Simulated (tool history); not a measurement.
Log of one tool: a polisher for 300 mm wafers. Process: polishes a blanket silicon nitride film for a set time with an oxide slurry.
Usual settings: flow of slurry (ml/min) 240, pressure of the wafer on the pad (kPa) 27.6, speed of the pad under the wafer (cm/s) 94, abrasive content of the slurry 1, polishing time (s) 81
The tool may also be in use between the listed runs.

| run | hour | flow of slurry (ml/min) | pressure of the wafer on the pad (kPa) | speed of the pad under the wafer (cm/s) | abrasive content of the slurry | polishing time (s) | wafers since the last listed run | wafers polished on this pad | hours since the slurry nozzle was cleaned | hours since the head pressure was calibrated | hours since the slurry blender was calibrated | hours since the conditioning disc was replaced | incoming thickness of the incoming film, nm | film removed (nm) |
|---|---|---|---|---|---|---|---|---|---|---|---|---|---|---|
| 1 | 0 | 240 | 27.6 | 94 | 1 | 81 | 0 | 737 | 559.7 | 241.3 | 164.6 | 247.8 | 292 | 46 |
|  | 0.2 | conditioning disc replaced and pad reconditioned |
|  | 7.2 | worn pad replaced by a new one |
| 2 | 47.5 | 240 | 27.6 | 94 | 1 | 81 | 308 | 286 | 607.2 | 288.8 | 212.1 | 47.3 | 290.9 | 45.9 |
|  | 71.7 | slurry blender recalibrated |
| 3 | 78.4 | 240 | 27.6 | 94 | 1 | 81 | 205 | 492 | 638.1 | 319.7 | 6.7 | 78.2 | 293 | 46.4 |
| 4 | 107 | 185 | 27.6 | 94 | 1 | 81 | 203 | 695 | 666.7 | 348.3 | 35.3 | 106.8 | 289.7 | 44.5 |
| 5 | 122.3 | 185 | 27.6 | 94 | 1 | 81 | 108 | 804 | 682 | 363.6 | 50.6 | 122.1 | 286.7 | 43.8 |
|  | 138.2 | worn pad replaced by a new one |
| 6 | 138.6 | 185 | 27.6 | 94 | 1 | 81 | 87 | 3 | 698.3 | 379.9 | 66.9 | 138.4 | 290.9 | 43.7 |
|  | 152.3 | slurry nozzle cleaned |
| 7 | 176.2 | 240 | 27.6 | 94 | 1 | 81 | 260 | 263 | 23.9 | 417.5 | 104.5 | 176 | 291.4 | 45.8 |
| 8 | 226.9 | 240 | 27.6 | 94 | 1 | 81 | 360 | 624 | 74.6 | 468.2 | 155.2 | 226.7 | 287.4 | 45.8 |
| 9 | 238.1 | 175 | 27.6 | 94 | 1 | 81 | 79 | 703 | 85.8 | 479.4 | 166.4 | 237.9 | 293.1 | 43.7 |
|  | 251.7 | worn pad replaced by a new one |
| 10 | 252.2 | 240 | 27.6 | 94 | 1 | 81 | 71 | 3 | 99.9 | 493.5 | 180.5 | 252 | 287.8 | 44.6 |
| 11 | 260.3 | 240 | 27.6 | 94 | 1 | 81 | 57 | 61 | 108 | 501.6 | 188.6 | 260.1 | 293.6 | 46.4 |
|  | 268.3 | conditioning disc replaced and pad reconditioned |
| 12 | 278.3 | 240 | 27.6 | 124 | 1 | 81 | 113 | 175 | 126 | 519.6 | 206.6 | 10 | 291.3 | 54.3 |
|  | 298.7 | head pressure recalibrated |
| 13 | 317.2 | 240 | 27.6 | 94 | 1 | 81 | 262 | 437 | 164.9 | 18.5 | 245.5 | 48.9 | 290.2 | 45.1 |
|  | 331.4 | slurry blender recalibrated |
| 14 | 332 | 240 | 27.6 | 94 | 1 | 81 | 91 | 528 | 179.7 | 33.3 | 0.6 | 63.7 | 289 | 46 |
| 15 | 347.4 | 240 | 27.6 | 116 | 1 | 81 | 109 | 638 | 195.1 | 48.7 | 16 | 79.1 | 294.3 | 51.8 |
|  | 377.8 | worn pad replaced by a new one |
| 16 | 393.2 | 240 | 27.6 | 94 | 0.85 | 81 | 297 | 109 | 240.9 | 94.5 | 61.8 | 124.9 | 293.3 | 42.8 |
| 17 | 404.4 | 240 | 21.4 | 106 | 0.85 | 88 | 79 | 189 | 252.1 | 105.7 | 73 | 136.1 | 290.1 | 39.4 |
| 18 | 412.8 | 275 | 27.6 | 68 | 1 | 81 | 59 | 249 | 260.5 | 114.1 | 81.4 | 144.5 | 292.4 | 39.4 |
| 19 | 424.8 | 240 | 18.6 | 122 | 1 | 105 | 85 | 334 | 272.5 | 126.1 | 93.4 | 156.5 | 294 | 48.8 |
| 20 | 442.3 | 185 | 27.6 | 94 | 1 | 81 | 124 | 458 | 290 | 143.6 | 110.9 | 174 | 289.7 | 44 |
| 21 | 456.4 | 240 | 27.6 | 94 | 1 | 81 | 100 | 559 | 304.1 | 157.7 | 125 | 188.1 | 290.4 | 46.9 |
| 22 | 466.2 | 240 | 27.6 | 94 | 1 | 55 | 69 | 628 | 313.9 | 167.5 | 134.8 | 197.9 | 288.1 | 31 |

What the log doesn't show, run by run:
removal rate lost through wear of the pad, %: 0 in every run
slurry flow missing at the pad, %: 0 in every run
deviation of the head's pressure from its setpoint, %: 0 in every run
abrasive missing from the slurry, %: 0 in every run
time polished since the conditioner stopped cutting, s: 0 in every run

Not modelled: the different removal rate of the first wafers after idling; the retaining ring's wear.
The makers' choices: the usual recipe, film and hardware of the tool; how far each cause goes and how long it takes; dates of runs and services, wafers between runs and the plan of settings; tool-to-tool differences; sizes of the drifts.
